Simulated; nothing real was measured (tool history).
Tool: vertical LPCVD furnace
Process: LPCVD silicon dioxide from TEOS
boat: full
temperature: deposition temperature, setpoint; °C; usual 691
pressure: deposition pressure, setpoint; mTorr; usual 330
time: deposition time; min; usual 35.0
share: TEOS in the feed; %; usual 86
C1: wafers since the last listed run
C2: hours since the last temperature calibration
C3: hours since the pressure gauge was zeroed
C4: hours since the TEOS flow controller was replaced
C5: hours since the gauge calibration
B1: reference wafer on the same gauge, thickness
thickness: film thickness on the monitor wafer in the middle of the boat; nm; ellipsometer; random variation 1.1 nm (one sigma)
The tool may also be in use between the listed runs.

{"run": 1, "hour": 0.0, "temperature": 691, "pressure": 330, "time": 35.0, "share": 95, "C1": 0, "C2": 1293.5, "C3": 3303.9, "C4": 2511.7, "C5": 13.0, "B1": 202.1, "thickness": 289.48}
{"run": 2, "hour": 18.0, "temperature": 691, "pressure": 330, "time": 35.0, "share": 95, "C1": 181, "C2": 1311.5, "C3": 3321.9, "C4": 2529.7, "C5": 31.0, "B1": 201.77, "thickness": 288.51}
{"run": 3, "hour": 48.9, "temperature": 691, "pressure": 330, "time": 35.0, "share": 86, "C1": 311, "C2": 1342.4, "C3": 3352.8, "C4": 2560.6, "C5": 61.9, "B1": 201.93, "thickness": 276.12}
{"run": 4, "hour": 68.6, "temperature": 691, "pressure": 330, "time": 35.0, "share": 86, "C1": 198, "C2": 1362.1, "C3": 3372.5, "C4": 2580.3, "C5": 81.6, "B1": 202.09, "thickness": 275.09}
{"run": 5, "hour": 82.8, "temperature": 691, "pressure": 330, "time": 35.0, "share": 86, "C1": 143, "C2": 1376.3, "C3": 3386.7, "C4": 2594.5, "C5": 95.8, "B1": 201.89, "thickness": 274.22}
{"run": 6, "hour": 109.2, "temperature": 691, "pressure": 330, "time": 35.0, "share": 86, "C1": 266, "C2": 1402.7, "C3": 3413.1, "C4": 2620.9, "C5": 122.2, "B1": 202.21, "thickness": 276.17}
{"run": 7, "hour": 132.9, "temperature": 691, "pressure": 330, "time": 35.0, "share": 86, "C1": 238, "C2": 1426.4, "C3": 3436.8, "C4": 2644.6, "C5": 145.9, "B1": 202.13, "thickness": 274.0}
{"run": 8, "hour": 158.7, "temperature": 691, "pressure": 330, "time": 35.0, "share": 86, "C1": 260, "C2": 1452.2, "C3": 3462.6, "C4": 2670.4, "C5": 171.7, "B1": 202.07, "thickness": 274.28}
{"run": 9, "hour": 181.2, "temperature": 701, "pressure": 330, "time": 35.0, "share": 97, "C1": 226, "C2": 1474.7, "C3": 3485.1, "C4": 2692.9, "C5": 194.2, "B1": 202.1, "thickness": 369.98}
{"run": 10, "hour": 200.8, "temperature": 697, "pressure": 330, "time": 45.0, "share": 79, "C1": 197, "C2": 1494.3, "C3": 3504.7, "C4": 2712.5, "C5": 213.8, "B1": 201.67, "thickness": 391.88}
{"hour": 233.6, "done": "thermocouples replaced and temperature profile calibrated"}
{"run": 11, "hour": 234.1, "temperature": 691, "pressure": 330, "time": 35.0, "share": 86, "C1": 93, "C2": 0.5, "C3": 3538.0, "C4": 2745.8, "C5": 247.1, "B1": 201.91, "thickness": 250.82}
{"run": 12, "hour": 238.3, "temperature": 691, "pressure": 360, "time": 30.0, "share": 69, "C1": 42, "C2": 4.7, "C3": 3542.2, "C4": 2750.0, "C5": 251.3, "B1": 202.23, "thickness": 204.02}
{"hour": 282.4, "done": "TEOS flow controller replaced"}
{"hour": 284.4, "done": "pressure gauge zeroed"}
{"hour": 303.4, "done": "gauge calibrated"}
{"run": 13, "hour": 314.2, "temperature": 680, "pressure": 305, "time": 35.0, "share": 86, "C1": 503, "C2": 80.6, "C3": 29.8, "C4": 31.8, "C5": 10.8, "B1": 201.98, "thickness": 187.91}
{"run": 14, "hour": 338.9, "temperature": 691, "pressure": 330, "time": 35.0, "share": 91, "C1": 248, "C2": 105.3, "C3": 54.5, "C4": 56.5, "C5": 35.5, "B1": 201.96, "thickness": 262.32}
{"run": 15, "hour": 354.8, "temperature": 701, "pressure": 330, "time": 35.0, "share": 97, "C1": 160, "C2": 121.2, "C3": 70.4, "C4": 72.4, "C5": 51.4, "B1": 201.9, "thickness": 345.92}
{"run": 16, "hour": 382.6, "temperature": 701, "pressure": 330, "time": 49.0, "share": 86, "C1": 280, "C2": 149.0, "C3": 98.2, "C4": 100.2, "C5": 79.2, "B1": 201.99, "thickness": 455.03}
{"run": 17, "hour": 399.3, "temperature": 691, "pressure": 330, "time": 35.0, "share": 95, "C1": 168, "C2": 165.7, "C3": 114.9, "C4": 116.9, "C5": 95.9, "B1": 202.11, "thickness": 271.35}

The tool's hidden state at each run:
true pressure minus gauge reading, mTorr: 0 in every run
deviation of the TEOS flow from its setpoint, %: 0 in every run
gauge reads high (%): 0 in every run
H1: true tube temperature minus thermocouple reading, K
run=1 H1=4.13
run=2 H1=4.15
run=3 H1=4.17
run=4 H1=4.18
run=5 H1=4.19
run=6 H1=4.21
run=7 H1=4.22
run=8 H1=4.24
run=9 H1=4.25
run=10 H1=4.26
run=11 H1=0.409
run=12 H1=0.439
run=13 H1=0.954
run=14 H1=1.11
run=15 H1=1.2
run=16 H1=1.36
run=17 H1=1.46
